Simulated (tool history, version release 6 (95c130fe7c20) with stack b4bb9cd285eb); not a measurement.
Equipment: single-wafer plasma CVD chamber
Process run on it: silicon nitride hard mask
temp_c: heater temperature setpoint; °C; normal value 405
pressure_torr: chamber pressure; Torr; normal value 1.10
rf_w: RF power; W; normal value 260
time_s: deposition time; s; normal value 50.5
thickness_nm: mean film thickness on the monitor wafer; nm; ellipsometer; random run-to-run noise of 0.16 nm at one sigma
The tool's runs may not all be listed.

| run | hour | temp_c | pressure_torr | rf_w | time_s | wafers since the last listed run | hours since the last thermocouple change | hours since the last RF generator calibration | hours since the last manometer calibration | hours since the showerhead was replaced | hours since the gauge calibration | read-back reference wafer on the same gauge, thickness_nm | thickness_nm |
|---|---|---|---|---|---|---|---|---|---|---|---|---|---|
| 1 | 0.0 | 405 | 1.10 | 260 | 50.5 | 0 | 1809.4 | 1346.4 | 610.4 | 5449.3 | 2832.9 | 50.529 | 46.622 |
|  | 26.5 | gauge calibrated |
| 2 | 71.9 | 405 | 1.10 | 260 | 50.5 | 2016 | 1881.3 | 1418.3 | 682.3 | 5521.2 | 45.4 | 50.519 | 46.771 |
| 3 | 119.4 | 405 | 1.10 | 260 | 50.5 | 1332 | 1928.8 | 1465.8 | 729.8 | 5568.7 | 92.9 | 50.451 | 46.841 |
| 4 | 171.3 | 405 | 1.25 | 260 | 50.5 | 1455 | 1980.7 | 1517.7 | 781.7 | 5620.6 | 144.8 | 50.453 | 48.095 |
| 5 | 199.6 | 405 | 1.10 | 260 | 50.5 | 793 | 2009.0 | 1546.0 | 810.0 | 5648.9 | 173.1 | 50.464 | 46.758 |
| 6 | 384.8 | 405 | 1.10 | 260 | 50.5 | 5193 | 2194.2 | 1731.2 | 995.2 | 5834.1 | 358.3 | 50.479 | 46.367 |
|  | 396.8 | capacitance manometer re-zeroed and calibrated |
|  | 513.1 | showerhead replaced |
| 7 | 513.6 | 405 | 1.01 | 260 | 58.1 | 3163 | 2323.0 | 1860.0 | 116.8 | 0.5 | 487.1 | 50.464 | 52.853 |
| 8 | 561.1 | 416 | 1.21 | 295 | 55.3 | 1332 | 2370.5 | 1907.5 | 164.3 | 48.0 | 534.6 | 50.605 | 59.384 |
| 9 | 626.7 | 405 | 1.10 | 260 | 50.5 | 1839 | 2436.1 | 1973.1 | 229.9 | 113.6 | 600.2 | 50.549 | 47.202 |
| 10 | 657.0 | 395 | 1.29 | 260 | 53.6 | 849 | 2466.4 | 2003.4 | 260.2 | 143.9 | 630.5 | 50.520 | 52.567 |
| 11 | 725.7 | 405 | 0.99 | 260 | 50.5 | 1926 | 2535.1 | 2072.1 | 328.9 | 212.6 | 699.2 | 50.573 | 45.376 |
|  | 747.7 | thermocouple changed; heater temperature recalibrated |
| 12 | 765.7 | 392 | 1.02 | 260 | 44.3 | 897 | 18.0 | 2112.1 | 368.9 | 252.6 | 739.2 | 50.489 | 40.533 |
| 13 | 800.1 | 409 | 1.10 | 310 | 54.3 | 964 | 52.4 | 2146.5 | 403.3 | 287.0 | 773.6 | 50.519 | 58.969 |
| 14 | 854.4 | 405 | 0.85 | 215 | 55.7 | 1522 | 106.7 | 2200.8 | 457.6 | 341.3 | 827.9 | 50.501 | 39.135 |
| 15 | 892.2 | 419 | 0.90 | 210 | 50.5 | 1060 | 144.5 | 2238.6 | 495.4 | 379.1 | 865.7 | 50.557 | 34.977 |
| 16 | 961.4 | 414 | 0.92 | 305 | 53.3 | 1940 | 213.7 | 2307.8 | 564.6 | 448.3 | 934.9 | 50.486 | 53.773 |
| 17 | 1005.7 | 405 | 1.10 | 260 | 50.5 | 1242 | 258.0 | 2352.1 | 608.9 | 492.6 | 979.2 | 50.540 | 46.737 |
| 18 | 1056.8 | 392 | 1.37 | 300 | 46.6 | 1433 | 309.1 | 2403.2 | 660.0 | 543.7 | 1030.3 | 50.516 | 52.998 |
|  | 1101.5 | RF generator calibrated |
| 19 | 1154.7 | 398 | 1.10 | 285 | 55.9 | 2521 | 407.0 | 53.2 | 757.9 | 641.6 | 1128.2 | 50.536 | 56.685 |
| 20 | 1193.5 | 394 | 1.25 | 235 | 43.7 | 1088 | 445.8 | 92.0 | 796.7 | 680.4 | 1167.0 | 50.560 | 38.190 |
| 21 | 1218.0 | 405 | 1.10 | 260 | 50.5 | 687 | 470.3 | 116.5 | 821.2 | 704.9 | 1191.5 | 50.458 | 46.936 |
| 22 | 1333.3 | 405 | 1.20 | 240 | 50.5 | 3233 | 585.6 | 231.8 | 936.5 | 820.2 | 1306.8 | 50.505 | 44.090 |
| 23 | 1387.3 | 413 | 1.36 | 235 | 57.7 | 1514 | 639.6 | 285.8 | 990.5 | 874.2 | 1360.8 | 50.499 | 50.530 |
|  | 1422.1 | capacitance manometer re-zeroed and calibrated |
| 24 | 1454.4 | 418 | 1.10 | 310 | 50.5 | 1657 | 706.7 | 352.9 | 32.3 | 941.3 | 1427.9 | 50.463 | 54.913 |
| 25 | 1495.6 | 398 | 1.10 | 285 | 55.9 | 1155 | 747.9 | 394.1 | 73.5 | 982.5 | 1469.1 | 50.444 | 57.109 |
| 26 | 1547.6 | 418 | 1.21 | 220 | 60.3 | 1458 | 799.9 | 446.1 | 125.5 | 1034.5 | 1521.1 | 50.540 | 48.268 |
| 27 | 1600.0 | 405 | 0.97 | 260 | 54.5 | 1469 | 852.3 | 498.5 | 177.9 | 1086.9 | 1573.5 | 50.519 | 48.633 |
| 28 | 1670.6 | 405 | 1.10 | 260 | 50.5 | 1979 | 922.9 | 569.1 | 248.5 | 1157.5 | 1644.1 | 50.446 | 47.267 |

For each run, what was the tool's unlogged condition?
wafer temperature above the value expected at the setpoint (K): 0 in every run
delivered RF power above the setpoint (%): 0 in every run
gauge reads high (%): 0 in every run
H1: true pressure above the setpoint (%)
| run | H1 |
|---|---|
| 1 | -1.74 |
| 2 | -2.17 |
| 3 | -2.47 |
| 4 | -2.84 |
| 5 | -3.05 |
| 6 | -4.59 |
| 7 | 0.518 |
| 8 | 0.457 |
| 9 | 0.337 |
| 10 | 0.269 |
| 11 | 0.0818 |
| 12 | -0.0471 |
| 13 | -0.17 |
| 14 | -0.386 |
| 15 | -0.552 |
| 16 | -0.891 |
| 17 | -1.13 |
| 18 | -1.43 |
| 19 | -2.07 |
| 20 | -2.35 |
| 21 | -2.53 |
| 22 | -3.47 |
| 23 | -3.95 |
| 24 | 0.664 |
| 25 | 0.644 |
| 26 | 0.596 |
| 27 | 0.523 |
| 28 | 0.384 |

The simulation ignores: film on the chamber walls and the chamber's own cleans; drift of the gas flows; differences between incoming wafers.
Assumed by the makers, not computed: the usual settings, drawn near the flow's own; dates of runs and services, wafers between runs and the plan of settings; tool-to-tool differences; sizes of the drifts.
